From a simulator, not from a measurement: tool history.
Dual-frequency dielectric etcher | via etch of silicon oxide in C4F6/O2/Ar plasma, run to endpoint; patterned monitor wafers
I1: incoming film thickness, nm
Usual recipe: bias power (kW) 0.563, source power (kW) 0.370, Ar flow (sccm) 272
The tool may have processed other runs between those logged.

{"run": 1, "day": 0.0, "bias power (kW)": 0.626, "source power (kW)": 0.34, "Ar flow (sccm)": 272, "I1": 119.8, "endpoint time (s)": 22.9}
{"run": 2, "day": 8.375, "bias power (kW)": 0.563, "source power (kW)": 0.41, "Ar flow (sccm)": 226, "I1": 117.7, "endpoint time (s)": 21.3}
{"run": 3, "day": 10.638, "bias power (kW)": 0.563, "source power (kW)": 0.44, "Ar flow (sccm)": 272, "I1": 119.7, "endpoint time (s)": 21.7}
{"day": 12.117, "done": "bias power generator calibrated"}
{"run": 4, "day": 12.554, "bias power (kW)": 0.563, "source power (kW)": 0.44, "Ar flow (sccm)": 272, "I1": 118.3, "endpoint time (s)": 21.7}
{"run": 5, "day": 15.096, "bias power (kW)": 0.563, "source power (kW)": 0.44, "Ar flow (sccm)": 272, "I1": 119.3, "endpoint time (s)": 21.5}
{"day": 16.938, "done": "source power generator calibrated"}
{"run": 6, "day": 17.975, "bias power (kW)": 0.627, "source power (kW)": 0.37, "Ar flow (sccm)": 272, "I1": 118.4, "endpoint time (s)": 21.2}
{"day": 19.571, "done": "Ar flow controller replaced"}
{"run": 7, "day": 19.854, "bias power (kW)": 0.529, "source power (kW)": 0.37, "Ar flow (sccm)": 272, "I1": 117.2, "endpoint time (s)": 23.1}
{"day": 21.308, "done": "wet clean of the chamber"}
{"run": 8, "day": 21.329, "bias power (kW)": 0.563, "source power (kW)": 0.37, "Ar flow (sccm)": 333, "I1": 118.0, "endpoint time (s)": 24.4}
{"run": 9, "day": 22.388, "bias power (kW)": 0.504, "source power (kW)": 0.3, "Ar flow (sccm)": 295, "I1": 118.9, "endpoint time (s)": 28.2}
{"run": 10, "day": 25.283, "bias power (kW)": 0.641, "source power (kW)": 0.37, "Ar flow (sccm)": 272, "I1": 119.9, "endpoint time (s)": 22.3}
{"day": 26.425, "done": "upper electrode replaced"}
{"run": 11, "day": 27.425, "bias power (kW)": 0.676, "source power (kW)": 0.37, "Ar flow (sccm)": 272, "I1": 117.7, "endpoint time (s)": 21.0}
{"run": 12, "day": 30.258, "bias power (kW)": 0.563, "source power (kW)": 0.33, "Ar flow (sccm)": 272, "I1": 117.6, "endpoint time (s)": 24.4}
{"run": 13, "day": 35.708, "bias power (kW)": 0.641, "source power (kW)": 0.37, "Ar flow (sccm)": 272, "I1": 118.6, "endpoint time (s)": 21.6}
{"run": 14, "day": 36.808, "bias power (kW)": 0.563, "source power (kW)": 0.37, "Ar flow (sccm)": 272, "I1": 117.1, "endpoint time (s)": 22.9}
{"run": 15, "day": 38.608, "bias power (kW)": 0.563, "source power (kW)": 0.44, "Ar flow (sccm)": 313, "I1": 119.4, "endpoint time (s)": 22.3}

Branching from run 15: 4 alternative next runs. What would each branch give?
{"run": "A", "day": 38.625, "bias power (kW)": 0.507, "source power (kW)": 0.37, "Ar flow (sccm)": 272, "I1": 119.1, "endpoint time (s)": "?"}
{"run": "B", "day": 38.625, "bias power (kW)": 0.668, "source power (kW)": 0.41, "Ar flow (sccm)": 227, "I1": 119.1, "endpoint time (s)": "?"}
{"run": "C", "day": 38.625, "bias power (kW)": 0.699, "source power (kW)": 0.37, "Ar flow (sccm)": 240, "I1": 119.1, "endpoint time (s)": "?"}
{"run": "D", "day": 38.625, "bias power (kW)": 0.563, "source power (kW)": 0.4, "Ar flow (sccm)": 298, "I1": 119.1, "endpoint time (s)": "?"}

run=A endpoint_time_(s)=24.8
run=B endpoint_time_(s)=19.8
run=C endpoint_time_(s)=20.2
run=D endpoint_time_(s)=22.8
Had the tool no hidden state, the same runs would have come out as:
run=A endpoint_time_(s)=25.6
run=B endpoint_time_(s)=20.3
run=C endpoint_time_(s)=20.8
run=D endpoint_time_(s)=23.5
